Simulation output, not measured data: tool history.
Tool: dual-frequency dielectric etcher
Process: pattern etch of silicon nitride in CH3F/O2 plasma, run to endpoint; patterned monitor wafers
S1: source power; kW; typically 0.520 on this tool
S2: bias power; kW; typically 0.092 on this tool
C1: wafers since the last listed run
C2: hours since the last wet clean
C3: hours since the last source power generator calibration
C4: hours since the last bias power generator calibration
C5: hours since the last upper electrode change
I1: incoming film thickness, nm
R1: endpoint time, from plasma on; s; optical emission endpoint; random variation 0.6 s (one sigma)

Run 1, hour 0.0: usual settings; C1 0; C2 256.0; C3 3525.6; C4 2487.9; C5 2023.0; I1 103.3. Result: R1 102.4 s.
Run 2, hour 42.6: usual settings; C1 397; C2 298.6; C3 3568.2; C4 2530.5; C5 2065.6; I1 103.3. Result: R1 101.8 s.
Run 3, hour 106.7: usual settings but S2 0.077 kW; C1 598; C2 362.7; C3 3632.3; C4 2594.6; C5 2129.7; I1 103.7. Result: R1 105.4 s.
Run 4, hour 153.8: usual settings; C1 439; C2 409.8; C3 3679.4; C4 2641.7; C5 2176.8; I1 103.4. Result: R1 101.6 s.
Run 5, hour 181.7: usual settings but S2 0.104 kW; C1 260; C2 437.7; C3 3707.3; C4 2669.6; C5 2204.7; I1 104.2. Result: R1 98.7 s.
Run 6, hour 229.3: usual settings but S2 0.104 kW; C1 444; C2 485.3; C3 3754.9; C4 2717.2; C5 2252.3; I1 103.0. Result: R1 97.8 s.
Run 7, hour 265.3: usual settings but S2 0.104 kW; C1 336; C2 521.3; C3 3790.9; C4 2753.2; C5 2288.3; I1 103.0. Result: R1 97.9 s.
Run 8, hour 289.7: usual settings; C1 227; C2 545.7; C3 3815.3; C4 2777.6; C5 2312.7; I1 102.6. Result: R1 99.7 s.
Run 9, hour 347.7: usual settings; C1 541; C2 603.7; C3 3873.3; C4 2835.6; C5 2370.7; I1 103.1. Result: R1 100.4 s.
At hour 376.6: wet clean of the chamber.
Run 10, hour 377.1: usual settings but S2 0.103 kW; C1 50; C2 0.5; C3 3902.7; C4 2865.0; C5 2400.1; I1 103.6. Result: R1 110.0 s.
Run 11, hour 407.7: usual settings but S2 0.103 kW; C1 285; C2 31.1; C3 3933.3; C4 2895.6; C5 2430.7; I1 103.2. Result: R1 108.8 s.
At hour 477.7: upper electrode replaced.
At hour 513.4: source power generator calibrated.
Run 12, hour 513.9: usual settings but S2 0.103 kW; C1 730; C2 137.3; C3 0.5; C4 3001.8; C5 36.2; I1 102.7. Result: R1 107.8 s.
Run 13, hour 545.4: usual settings; C1 294; C2 168.8; C3 32.0; C4 3033.3; C5 67.7; I1 102.5. Result: R1 109.1 s.
At hour 572.3: bias power generator calibrated.
Run 14, hour 581.7: usual settings; C1 301; C2 205.1; C3 68.3; C4 9.4; C5 104.0; I1 103.5. Result: R1 111.1 s.
Run 15, hour 610.6: usual settings; C1 269; C2 234.0; C3 97.2; C4 38.3; C5 132.9; I1 103.0. Result: R1 109.5 s.
Run 16, hour 672.9: usual settings; C1 581; C2 296.3; C3 159.5; C4 100.6; C5 195.2; I1 104.0. Result: R1 110.7 s.
At hour 715.7: wet clean of the chamber, repeated, since the last time left the tool worse.
Run 17, hour 730.0: usual settings; C1 309; C2 14.3; C3 216.6; C4 157.7; C5 252.3; I1 103.3. Result: R1 103.0 s.
Run 18, hour 786.7: usual settings; C1 529; C2 71.0; C3 273.3; C4 214.4; C5 309.0; I1 102.8. Result: R1 103.3 s.
Run 19, hour 853.9: usual settings but S2 0.103 kW; C1 627; C2 138.2; C3 340.5; C4 281.6; C5 376.2; I1 101.8. Result: R1 98.9 s.
Run 20, hour 900.2: usual settings but S1 0.430 kW, S2 0.114 kW; C1 432; C2 184.5; C3 386.8; C4 327.9; C5 422.5; I1 102.8. Result: R1 103.3 s.
Run 21, hour 940.8: usual settings; C1 379; C2 225.1; C3 427.4; C4 368.5; C5 463.1; I1 103.5. Result: R1 101.6 s.
Run 22, hour 994.3: usual settings but S1 0.620 kW, S2 0.075 kW; C1 499; C2 278.6; C3 480.9; C4 422.0; C5 516.6; I1 103.9. Result: R1 100.8 s.
Run 23, hour 1023.2: usual settings but S1 0.590 kW, S2 0.084 kW; C1 269; C2 307.5; C3 509.8; C4 450.9; C5 545.5; I1 103.5. Result: R1 99.6 s.
Run 24, hour 1067.1: usual settings but S1 0.490 kW, S2 0.101 kW; C1 409; C2 351.4; C3 553.7; C4 494.8; C5 589.4; I1 103.2. Result: R1 101.6 s.
Run 25, hour 1097.5: usual settings but S1 0.430 kW, S2 0.114 kW; C1 283; C2 381.8; C3 584.1; C4 525.2; C5 619.8; I1 102.7. Result: R1 101.2 s.
Run 26, hour 1263.1: usual settings but S1 0.560 kW, S2 0.107 kW; C1 1546; C2 547.4; C3 749.7; C4 690.8; C5 785.4; I1 102.8. Result: R1 95.1 s.
Run 27, hour 1312.5: usual settings but S2 0.085 kW; C1 461; C2 596.8; C3 799.1; C4 740.2; C5 834.8; I1 102.7. Result: R1 101.5 s.
At hour 1354.4: wet clean of the chamber.
Run 28, hour 1362.4: usual settings but S1 0.620 kW, S2 0.084 kW; C1 241; C2 8.0; C3 849.0; C4 790.1; C5 884.7; I1 102.1. Result: R1 100.5 s.
Run 29, hour 1420.5: usual settings but S1 0.600 kW, S2 0.112 kW; C1 542; C2 66.1; C3 907.1; C4 848.2; C5 942.8; I1 102.5. Result: R1 93.7 s.
Run 30, hour 1450.9: usual settings but S1 0.450 kW, S2 0.104 kW; C1 283; C2 96.5; C3 937.5; C4 878.6; C5 973.2; I1 103.1. Result: R1 104.7 s.

Below, some changes in R1 between adjacent runs. For each, the amount present without the hidden state too (settings, incoming material, random variation) and the amount remaining for the hidden state with gauge scatter not shared by both compared results:
Hidden conditions of the tool in this case: etch rate over this chamber's usual, %; source power that arrives over what is set, %; bias power that arrives over what is set, %.
Run 9 -> 10: S2 0.092 -> 0.103, wet clean of the chamber. R1 +9.6 s: hidden state +11.4, all else -1.8.
Run 16 -> 17: wet clean of the chamber, repeated, since the last time left the tool worse. R1 -7.7 s: hidden state -5.9, all else -1.8.
Run 27 -> 28: S1 0.520 -> 0.620, S2 0.085 -> 0.084, wet clean of the chamber. R1 -1.0 s: hidden state +4.0, all else -5.0.
Run 29 -> 30: S1 0.600 -> 0.450, S2 0.112 -> 0.104. R1 +11.0 s: hidden state -0.2, all else +11.2.

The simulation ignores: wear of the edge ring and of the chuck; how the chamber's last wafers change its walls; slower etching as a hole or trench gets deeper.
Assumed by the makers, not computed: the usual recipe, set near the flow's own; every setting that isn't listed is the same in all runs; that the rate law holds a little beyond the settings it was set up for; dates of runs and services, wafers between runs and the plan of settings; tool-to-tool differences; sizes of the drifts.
